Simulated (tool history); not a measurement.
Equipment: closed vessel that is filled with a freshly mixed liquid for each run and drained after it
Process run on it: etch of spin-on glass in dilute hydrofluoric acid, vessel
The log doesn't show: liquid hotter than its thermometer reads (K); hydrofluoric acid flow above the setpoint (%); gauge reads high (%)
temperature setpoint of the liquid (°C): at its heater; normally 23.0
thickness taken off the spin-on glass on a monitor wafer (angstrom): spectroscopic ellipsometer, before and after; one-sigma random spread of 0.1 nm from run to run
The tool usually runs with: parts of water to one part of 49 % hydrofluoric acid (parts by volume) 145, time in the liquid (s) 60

run    day  temperature setpoint of the liquid (°C)  parts of water to one part of 49 % hydrofluoric acid (parts by volume)  time in the liquid (s)  wafers since the last listed run  hours since the thermometer was replaced  hours since the hydrofluoric acid flow meter was replaced  hours since the gauge calibration  read-back film thickness of the spin-on glass reference wafer, read on the same gauge (nm)  thickness taken off the spin-on glass on a monitor wafer (angstrom)
  1  0.000                                     26.0                                                                     145                      60                                 0                                    2791.2                                                      437.8                              160.1                                                                                      109.97                                                                209.6
  2  0.667                                     20.5                                                                     110                      60                              1597                                    2807.2                                                      453.8                              176.1                                                                                      109.99                                                                230.3
  3  1.658                                     20.5                                                                     110                      60                              2376                                    2831.0                                                      477.6                              199.9                                                                                      110.01                                                                233.9
  4  2.446                                     23.0                                                                     145                      60                              1887                                    2849.9                                                      496.5                              218.8                                                                                      109.98                                                                188.8
  5  3.571                                     23.0                                                                     145                      60                              2696                                    2876.9                                                      523.5                              245.8                                                                                      109.99                                                                189.9
  6  4.342                                     23.0                                                                     145                      60                              1847                                    2895.4                                                      542.0                              264.3                                                                                      110.01                                                                190.7
  7  4.954                                     23.0                                                                     105                      60                              1467                                    2910.1                                                      556.7                              279.0                                                                                      110.00                                                                274.8
  8  6.442                                     23.0                                                                     105                      60                              3564                                    2945.8                                                      592.4                              314.7                                                                                      110.02                                                                274.5
  9  7.329                                     23.0                                                                     105                      60                              2126                                    2967.1                                                      613.7                              336.0                                                                                      110.01                                                                279.0
 10  8.300                                     23.0                                                                     145                      60                              2326                                    2990.4                                                      637.0                              359.3                                                                                      109.99                                                                191.2
 11  9.450                                     23.0                                                                     145                      60                              2755                                    3018.0                                                      664.6                              386.9                                                                                      110.00                                                                190.6

Forecast run 12:
      9.971  -- hydrofluoric acid flow meter replaced
 12  10.046                                     23.0                                                                     145                      60                              1328                                    3032.3                                                        1.8                              401.2                                                                                           ?                                                                    ?

read-back film thickness of the spin-on glass reference wafer, read on the same gauge (nm): 109.99
thickness taken off the spin-on glass on a monitor wafer (angstrom): 179.1
Had the tool carried no hidden state, the very same run would have given thickness taken off the spin-on glass on a monitor wafer (angstrom) 178.9.
